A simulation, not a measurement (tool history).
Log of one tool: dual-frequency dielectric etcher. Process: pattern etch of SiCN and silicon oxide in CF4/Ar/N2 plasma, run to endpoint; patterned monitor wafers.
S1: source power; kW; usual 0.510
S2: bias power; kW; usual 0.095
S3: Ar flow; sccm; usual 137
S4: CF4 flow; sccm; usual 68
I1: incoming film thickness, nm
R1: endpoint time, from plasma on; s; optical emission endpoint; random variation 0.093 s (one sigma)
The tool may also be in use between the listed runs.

{"run": 1, "hour": 0.0, "S1": 0.51, "S2": 0.095, "S3": 137, "S4": 68, "I1": 11.13, "R1": 11.0}
{"run": 2, "hour": 50.1, "S1": 0.51, "S2": 0.095, "S3": 137, "S4": 68, "I1": 11.23, "R1": 11.1}
{"run": 3, "hour": 103.9, "S1": 0.51, "S2": 0.095, "S3": 137, "S4": 68, "I1": 11.17, "R1": 11.0}
{"run": 4, "hour": 134.8, "S1": 0.51, "S2": 0.095, "S3": 137, "S4": 68, "I1": 11.28, "R1": 11.0}
{"run": 5, "hour": 195.8, "S1": 0.43, "S2": 0.079, "S3": 137, "S4": 68, "I1": 11.08, "R1": 13.4}
{"hour": 250.6, "done": "Ar flow controller replaced"}
{"run": 6, "hour": 253.2, "S1": 0.43, "S2": 0.079, "S3": 137, "S4": 68, "I1": 11.19, "R1": 13.5}
{"hour": 348.0, "done": "wet clean of the chamber"}
{"run": 7, "hour": 348.5, "S1": 0.51, "S2": 0.095, "S3": 137, "S4": 68, "I1": 11.18, "R1": 11.4}
{"run": 8, "hour": 394.9, "S1": 0.51, "S2": 0.095, "S3": 137, "S4": 68, "I1": 11.25, "R1": 11.6}
{"run": 9, "hour": 422.3, "S1": 0.51, "S2": 0.095, "S3": 137, "S4": 73, "I1": 11.15, "R1": 11.3}
{"hour": 455.2, "done": "upper electrode replaced"}
{"run": 10, "hour": 464.8, "S1": 0.56, "S2": 0.095, "S3": 128, "S4": 68, "I1": 11.12, "R1": 10.3}
{"hour": 482.2, "done": "bias power generator calibrated"}
{"run": 11, "hour": 520.6, "S1": 0.4, "S2": 0.119, "S3": 167, "S4": 79, "I1": 11.2, "R1": 13.0}
{"hour": 570.4, "done": "CF4 flow controller replaced"}
{"run": 12, "hour": 585.6, "S1": 0.51, "S2": 0.108, "S3": 137, "S4": 53, "I1": 11.28, "R1": 11.0}
{"run": 13, "hour": 616.7, "S1": 0.51, "S2": 0.095, "S3": 137, "S4": 68, "I1": 11.22, "R1": 11.1}
{"hour": 621.4, "done": "source power generator calibrated"}
{"run": 14, "hour": 710.5, "S1": 0.44, "S2": 0.095, "S3": 159, "S4": 68, "I1": 11.24, "R1": 12.9}
{"run": 15, "hour": 772.4, "S1": 0.51, "S2": 0.095, "S3": 137, "S4": 68, "I1": 11.28, "R1": 11.0}
{"hour": 808.4, "done": "wet clean of the chamber"}
{"run": 16, "hour": 817.7, "S1": 0.51, "S2": 0.095, "S3": 148, "S4": 68, "I1": 11.07, "R1": 11.3}

5 ways to go on from here, each from the tool as it stands after run 16. What would each give?
{"run": "A", "hour": 818.1, "S1": 0.51, "S2": 0.095, "S3": 137, "S4": 68, "I1": 11.16, "R1": "?"}
{"run": "B", "hour": 818.1, "S1": 0.54, "S2": 0.111, "S3": 137, "S4": 76, "I1": 11.16, "R1": "?"}
{"run": "C", "hour": 818.1, "S1": 0.51, "S2": 0.095, "S3": 152, "S4": 82, "I1": 11.16, "R1": "?"}
{"run": "D", "hour": 818.1, "S1": 0.42, "S2": 0.079, "S3": 150, "S4": 55, "I1": 11.16, "R1": "?"}
{"run": "E", "hour": 818.1, "S1": 0.51, "S2": 0.095, "S3": 154, "S4": 61, "I1": 11.16, "R1": "?"}

run=A R1=11.4
run=B R1=10.1
run=C R1=11.3
run=D R1=15.1
run=E R1=11.7
Without the tool's hidden state the same runs would have given:
run=A R1=11.5
run=B R1=10.2
run=C R1=11.4
run=D R1=15.1
run=E R1=11.7
